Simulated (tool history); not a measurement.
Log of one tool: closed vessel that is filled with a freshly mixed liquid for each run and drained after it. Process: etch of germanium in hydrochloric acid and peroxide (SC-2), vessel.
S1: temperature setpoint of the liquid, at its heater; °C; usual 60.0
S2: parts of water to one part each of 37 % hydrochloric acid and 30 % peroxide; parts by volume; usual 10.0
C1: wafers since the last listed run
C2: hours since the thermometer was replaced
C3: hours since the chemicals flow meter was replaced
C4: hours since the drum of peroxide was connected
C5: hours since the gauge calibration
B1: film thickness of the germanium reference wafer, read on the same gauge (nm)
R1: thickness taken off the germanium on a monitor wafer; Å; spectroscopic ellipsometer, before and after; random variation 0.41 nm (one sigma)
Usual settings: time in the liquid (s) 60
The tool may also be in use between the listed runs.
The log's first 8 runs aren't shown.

{"run": 9, "hour": 205.9, "S1": 60.0, "S2": 10.0, "time in the liquid (s)": 80, "C1": 3280, "C2": 2446.3, "C3": 1871.5, "C4": 1202.9, "C5": 328.3, "B1": 130.05, "R1": 2534.9}
{"run": 10, "hour": 227.7, "S1": 60.0, "S2": 10.0, "time in the liquid (s)": 60, "C1": 2572, "C2": 2468.1, "C3": 1893.3, "C4": 1224.7, "C5": 350.1, "B1": 129.98, "R1": 1902.3}
{"run": 11, "hour": 255.4, "S1": 60.0, "S2": 10.0, "time in the liquid (s)": 40, "C1": 3269, "C2": 2495.8, "C3": 1921.0, "C4": 1252.4, "C5": 377.8, "B1": 129.99, "R1": 1259.1}
{"run": 12, "hour": 273.0, "S1": 60.0, "S2": 10.0, "time in the liquid (s)": 40, "C1": 2077, "C2": 2513.4, "C3": 1938.6, "C4": 1270.0, "C5": 395.4, "B1": 129.99, "R1": 1265.1}
{"run": 13, "hour": 295.4, "S1": 60.0, "S2": 14.0, "time in the liquid (s)": 60, "C1": 2643, "C2": 2535.8, "C3": 1961.0, "C4": 1292.4, "C5": 417.8, "B1": 130.03, "R1": 1811.0}
{"run": 14, "hour": 313.2, "S1": 60.0, "S2": 14.0, "time in the liquid (s)": 60, "C1": 2100, "C2": 2553.6, "C3": 1978.8, "C4": 1310.2, "C5": 435.6, "B1": 130.02, "R1": 1805.3}
{"run": 15, "hour": 338.1, "S1": 60.0, "S2": 11.5, "time in the liquid (s)": 60, "C1": 2938, "C2": 2578.5, "C3": 2003.7, "C4": 1335.1, "C5": 460.5, "B1": 130.05, "R1": 1859.8}
{"run": 16, "hour": 373.9, "S1": 65.5, "S2": 7.5, "time in the liquid (s)": 60, "C1": 4224, "C2": 2614.3, "C3": 2039.5, "C4": 1370.9, "C5": 496.3, "B1": 130.01, "R1": 2286.0}
{"run": 17, "hour": 432.4, "S1": 54.0, "S2": 12.0, "time in the liquid (s)": 60, "C1": 6903, "C2": 2672.8, "C3": 2098.0, "C4": 1429.4, "C5": 554.8, "B1": 129.99, "R1": 1535.3}
{"run": 18, "hour": 445.3, "S1": 60.0, "S2": 10.0, "time in the liquid (s)": 40, "C1": 1522, "C2": 2685.7, "C3": 2110.9, "C4": 1442.3, "C5": 567.7, "B1": 130.0, "R1": 1253.6}
{"hour": 450.3, "done": "chemicals flow meter replaced"}
{"run": 19, "hour": 470.1, "S1": 60.0, "S2": 11.5, "time in the liquid (s)": 60, "C1": 2808, "C2": 2710.5, "C3": 19.8, "C4": 1467.1, "C5": 592.5, "B1": 130.01, "R1": 1855.9}
{"hour": 491.7, "done": "thermometer replaced"}
{"hour": 492.6, "done": "new drum of peroxide connected"}
{"hour": 494.1, "done": "gauge calibrated"}
{"run": 20, "hour": 498.4, "S1": 53.0, "S2": 7.5, "time in the liquid (s)": 75, "C1": 3118, "C2": 6.7, "C3": 48.1, "C4": 5.8, "C5": 4.3, "B1": 129.99, "R1": 2123.8}
{"run": 21, "hour": 533.2, "S1": 68.5, "S2": 14.0, "time in the liquid (s)": 40, "C1": 4106, "C2": 41.5, "C3": 82.9, "C4": 40.6, "C5": 39.1, "B1": 129.98, "R1": 1662.1}
{"run": 22, "hour": 564.6, "S1": 60.0, "S2": 10.0, "time in the liquid (s)": 60, "C1": 3705, "C2": 72.9, "C3": 114.3, "C4": 72.0, "C5": 70.5, "B1": 130.0, "R1": 2050.0}
{"run": 23, "hour": 582.5, "S1": 60.0, "S2": 6.5, "time in the liquid (s)": 60, "C1": 2112, "C2": 90.8, "C3": 132.2, "C4": 89.9, "C5": 88.4, "B1": 129.99, "R1": 2125.2}
{"run": 24, "hour": 609.2, "S1": 53.0, "S2": 7.5, "time in the liquid (s)": 75, "C1": 3151, "C2": 117.5, "C3": 158.9, "C4": 116.6, "C5": 115.1, "B1": 130.03, "R1": 2128.3}
{"run": 25, "hour": 629.4, "S1": 60.0, "S2": 10.0, "time in the liquid (s)": 60, "C1": 2383, "C2": 137.7, "C3": 179.1, "C4": 136.8, "C5": 135.3, "B1": 129.98, "R1": 2047.8}
{"run": 26, "hour": 664.6, "S1": 65.5, "S2": 8.5, "time in the liquid (s)": 30, "C1": 4154, "C2": 172.9, "C3": 214.3, "C4": 172.0, "C5": 170.5, "B1": 130.04, "R1": 1217.4}
{"run": 27, "hour": 693.6, "S1": 53.5, "S2": 14.5, "time in the liquid (s)": 35, "C1": 3422, "C2": 201.9, "C3": 243.3, "C4": 201.0, "C5": 199.5, "B1": 130.0, "R1": 935.1}
{"run": 28, "hour": 711.4, "S1": 63.5, "S2": 14.0, "time in the liquid (s)": 50, "C1": 2100, "C2": 219.7, "C3": 261.1, "C4": 218.8, "C5": 217.3, "B1": 130.02, "R1": 1793.0}
{"run": 29, "hour": 726.0, "S1": 60.0, "S2": 10.0, "time in the liquid (s)": 60, "C1": 1723, "C2": 234.3, "C3": 275.7, "C4": 233.4, "C5": 231.9, "B1": 129.99, "R1": 2037.3}
{"run": 30, "hour": 753.8, "S1": 56.5, "S2": 13.0, "time in the liquid (s)": 35, "C1": 3280, "C2": 262.1, "C3": 303.5, "C4": 261.2, "C5": 259.7, "B1": 129.99, "R1": 1039.3}

Forecast each of these 4 alternatives for the next run:
{"run": "A", "hour": 754.5, "S1": 60.0, "S2": 10.0, "time in the liquid (s)": 70, "C1": 82, "C2": 262.8, "C3": 304.2, "C4": 261.9, "C5": 260.4, "B1": "?", "R1": "?"}
{"run": "B", "hour": 754.5, "S1": 51.0, "S2": 7.5, "time in the liquid (s)": 60, "C1": 82, "C2": 262.8, "C3": 304.2, "C4": 261.9, "C5": 260.4, "B1": "?", "R1": "?"}
{"run": "C", "hour": 754.5, "S1": 65.5, "S2": 13.5, "time in the liquid (s)": 80, "C1": 82, "C2": 262.8, "C3": 304.2, "C4": 261.9, "C5": 260.4, "B1": "?", "R1": "?"}
{"run": "D", "hour": 754.5, "S1": 60.0, "S2": 8.0, "time in the liquid (s)": 60, "C1": 82, "C2": 262.8, "C3": 304.2, "C4": 261.9, "C5": 260.4, "B1": "?", "R1": "?"}

run=A B1=129.99 R1=2379.9
run=B B1=129.99 R1=1589.4
run=C B1=129.99 R1=3054.5
run=D B1=129.99 R1=2084.4
Without the tool's hidden state the same runs would have given:
run=A R1=2409.3
run=B R1=1608.1
run=C R1=3095.2
run=D R1=2108.9
